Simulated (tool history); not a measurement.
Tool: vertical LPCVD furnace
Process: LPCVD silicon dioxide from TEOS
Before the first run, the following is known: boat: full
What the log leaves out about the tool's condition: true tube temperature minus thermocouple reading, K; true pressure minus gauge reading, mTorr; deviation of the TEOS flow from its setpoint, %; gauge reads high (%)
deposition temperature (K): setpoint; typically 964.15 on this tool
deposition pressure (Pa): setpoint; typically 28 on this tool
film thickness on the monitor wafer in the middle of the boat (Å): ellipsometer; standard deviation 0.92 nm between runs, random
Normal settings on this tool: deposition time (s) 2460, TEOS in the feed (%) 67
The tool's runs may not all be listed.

| run | hour | deposition temperature (K) | deposition pressure (Pa) | deposition time (s) | TEOS in the feed (%) | wafers since the last listed run | hours since the last temperature calibration | hours since the pressure gauge was zeroed | hours since the TEOS flow controller was replaced | hours since the gauge calibration | read-back reference wafer on the same gauge, thickness | film thickness on the monitor wafer in the middle of the boat (Å) |
|---|---|---|---|---|---|---|---|---|---|---|---|---|
| 1 | 0 | 964.15 | 28 | 2460 | 67 | 0 | 2704.2 | 3353.3 | 2592 | 214.2 | 180.25 | 2138.9 |
| 2 | 71.3 | 964.15 | 28 | 1980 | 67 | 820 | 2775.5 | 3424.6 | 2663.3 | 285.5 | 179.81 | 1710.1 |
| 3 | 233.4 | 964.15 | 28 | 1980 | 67 | 1866 | 2937.6 | 3586.7 | 2825.4 | 447.6 | 180.15 | 1720.1 |
| 4 | 270.7 | 964.15 | 28 | 2460 | 67 | 429 | 2974.9 | 3624 | 2862.7 | 484.9 | 180.05 | 2156.9 |
|  | 437.2 | TEOS flow controller replaced |
| 5 | 437.7 | 964.15 | 28 | 2460 | 57 | 1646 | 3141.9 | 3791 | 0.5 | 651.9 | 179.88 | 1980.9 |
|  | 481.3 | pressure gauge zeroed |
| 6 | 500.5 | 964.15 | 28 | 2460 | 67 | 446 | 3204.7 | 19.2 | 63.3 | 714.7 | 180.38 | 2165.3 |
| 7 | 568 | 959.15 | 28 | 2460 | 77 | 777 | 3272.2 | 86.7 | 130.8 | 782.2 | 180.13 | 2058.4 |
| 8 | 635.1 | 964.15 | 25.3 | 2460 | 67 | 772 | 3339.3 | 153.8 | 197.9 | 849.3 | 180.34 | 2050.3 |
|  | 668 | thermocouples replaced and temperature profile calibrated |
| 9 | 680.1 | 964.15 | 28 | 2760 | 67 | 241 | 12.1 | 198.8 | 242.9 | 894.3 | 179.86 | 2274.1 |
| 10 | 746 | 964.15 | 28 | 2760 | 67 | 758 | 78 | 264.7 | 308.8 | 960.2 | 180.23 | 2273.8 |
| 11 | 779.1 | 964.15 | 28 | 2460 | 67 | 381 | 111.1 | 297.8 | 341.9 | 993.3 | 179.69 | 2047.5 |
| 12 | 815.7 | 964.15 | 33.3 | 2460 | 62 | 421 | 147.7 | 334.4 | 378.5 | 1029.9 | 180.38 | 2134 |
| 13 | 878.6 | 964.15 | 28 | 2460 | 67 | 724 | 210.6 | 397.3 | 441.4 | 1092.8 | 180.21 | 2054 |
| 14 | 948.1 | 964.15 | 28 | 2460 | 67 | 800 | 280.1 | 466.8 | 510.9 | 1162.3 | 179.88 | 2034.8 |
|  | 989.1 | gauge calibrated |
| 15 | 1002.9 | 964.15 | 28 | 2460 | 67 | 630 | 334.9 | 521.6 | 565.7 | 13.8 | 179.55 | 2052 |
| 16 | 1072 | 964.15 | 23.3 | 2460 | 67 | 795 | 404 | 590.7 | 634.8 | 82.9 | 179.82 | 1872.5 |
| 17 | 1097.5 | 964.15 | 28 | 2460 | 67 | 293 | 429.5 | 616.2 | 660.3 | 108.4 | 180.37 | 2062.5 |
| 18 | 1151.2 | 960.15 | 34.7 | 2880 | 62 | 618 | 483.2 | 669.9 | 714 | 162.1 | 180.16 | 2335.7 |
| 19 | 1178.2 | 970.15 | 21.3 | 3180 | 63 | 310 | 510.2 | 696.9 | 741 | 189.1 | 180.12 | 2567 |
| 20 | 1207.7 | 969.15 | 30.7 | 3180 | 80 | 339 | 539.7 | 726.4 | 770.5 | 218.6 | 180.17 | 3398 |
| 21 | 1259.6 | 964.15 | 28 | 2460 | 77 | 597 | 591.6 | 778.3 | 822.4 | 270.5 | 179.97 | 2195 |
| 22 | 1294.7 | 958.15 | 28 | 2460 | 67 | 404 | 626.7 | 813.4 | 857.5 | 305.6 | 179.8 | 1785 |
| 23 | 1354.5 | 964.15 | 28 | 3090 | 67 | 688 | 686.5 | 873.2 | 917.3 | 365.4 | 180.07 | 2614.5 |

Some steps in film thickness on the monitor wafer in the middle of the boat (Å), run to run, broken into two amounts with sign: the step expected even without the hidden condition (settings, incoming material, random variation), and the rest, left for the hidden condition together with whatever gauge scatter is not in both the measured and the hidden-condition-free result:
Run 3 -> 4: deposition time (s) 1980 -> 2460. film thickness on the monitor wafer in the middle of the boat (Å) +436.8: hidden state +24.9, all else +411.9.
Run 8 -> 9: deposition pressure (Pa) 25.3 -> 28, deposition time (s) 2460 -> 2760, thermocouples replaced and temperature profile calibrated. film thickness on the monitor wafer in the middle of the boat (Å) +223.8: hidden state -110.7, all else +334.5.
Run 19 -> 20: deposition temperature (K) 970.15 -> 969.15, deposition pressure (Pa) 21.3 -> 30.7, TEOS in the feed (%) 63 -> 80. film thickness on the monitor wafer in the middle of the boat (Å) +831: hidden state +13.5, all else +817.5.
Run 20 -> 21: deposition temperature (K) 969.15 -> 964.15, deposition pressure (Pa) 30.7 -> 28, deposition time (s) 3180 -> 2460, TEOS in the feed (%) 80 -> 77. film thickness on the monitor wafer in the middle of the boat (Å) -1203: hidden state -15.4, all else -1187.6.
